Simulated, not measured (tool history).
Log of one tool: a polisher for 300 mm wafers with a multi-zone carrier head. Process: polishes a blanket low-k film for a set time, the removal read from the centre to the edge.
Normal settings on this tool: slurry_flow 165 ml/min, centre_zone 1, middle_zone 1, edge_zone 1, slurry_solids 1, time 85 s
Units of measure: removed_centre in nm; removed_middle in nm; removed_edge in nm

run     day  slurry_flow  centre_zone  middle_zone  edge_zone  slurry_solids  time  wafers since the last listed run  wafers polished on this pad  hours since the slurry nozzle was cleaned  hours since the centre zone pressure was calibrated  hours since the edge zone pressure was calibrated  hours since the carrier head's membrane was replaced  incoming thickness of the incoming film, nm  removed_centre  removed_middle  removed_edge
  1       0          165         1.03            1          1              1    85                                 0                         2470                                      267.3                                                 58.5                                              122.9                                                1700.4                                        698.9            14.4            13.7          14.4
  2   1.096          185            1            1          1              1    85                               207                         2678                                      293.6                                                 84.8                                              149.2                                                1726.7                                        688.4              14            13.7            14
  3   4.067          215            1            1          1           0.75    85                               562                         3241                                      364.9                                                156.1                                              220.5                                                  1798                                        681.5            12.2            11.4          11.7
      9.821  -- worn pad replaced by a new one
     10.154  -- slurry nozzle cleaned
  4  10.558          165            1            1          1              1    85                              1190                          132                                        9.7                                                311.9                                              376.3                                                1953.8                                        684.1              15            14.6          14.7
  5  17.733          165            1            1          1              1    85                              1359                         1491                                      181.9                                                484.1                                              548.5                                                  2126                                        689.4            14.7            14.2          14.8
     19.883  -- carrier head's membrane replaced by a new one
  6  20.483          190         1.12         1.03          1            0.9    85                               481                         1972                                      247.9                                                550.1                                              614.5                                                  14.4                                        699.7            15.9            13.6          13.7
  7  22.492          165            1            1          1              1    85                               380                         2353                                      296.1                                                598.3                                              662.7                                                  62.6                                        686.6            14.1            13.6          14.1
  8  23.858          165            1            1          1           1.25    76                               258                         2612                                      328.9                                                631.1                                              695.5                                                  95.4                                          700            13.9            13.4          14.2
  9   25.95          165            1          1.1          1              1    62                               396                         3008                                      379.1                                                681.3                                              745.7                                                 145.6                                        696.9            10.2            10.4           9.8
 10  28.425          145         0.93            1          1            0.7    60                               468                         3477                                      438.5                                                740.7                                              805.1                                                   205                                        685.8               7             7.4           7.7
 11  31.271          165            1         1.08       0.95            0.9    85                               539                         4016                                      506.8                                                  809                                              873.4                                                 273.3                                        687.6            12.1            12.6          12.1

Expected results for the next run?
     33.462  -- worn pad replaced by a new one
 12  34.058          165            1         0.95          1            1.3    85                               496                          113                                      573.7                                                875.9                                              940.3                                                 340.2                                        693.8               ?               ?             ?

{"run 12": {"removed_centre": 16.3, "removed_middle": 15.2, "removed_edge": 16.5}}
With the hidden condition absent and the run-to-run variation left alone, this run would have shown removed_centre 16.5 nm, removed_middle 15.4 nm, removed_edge 16.7 nm.
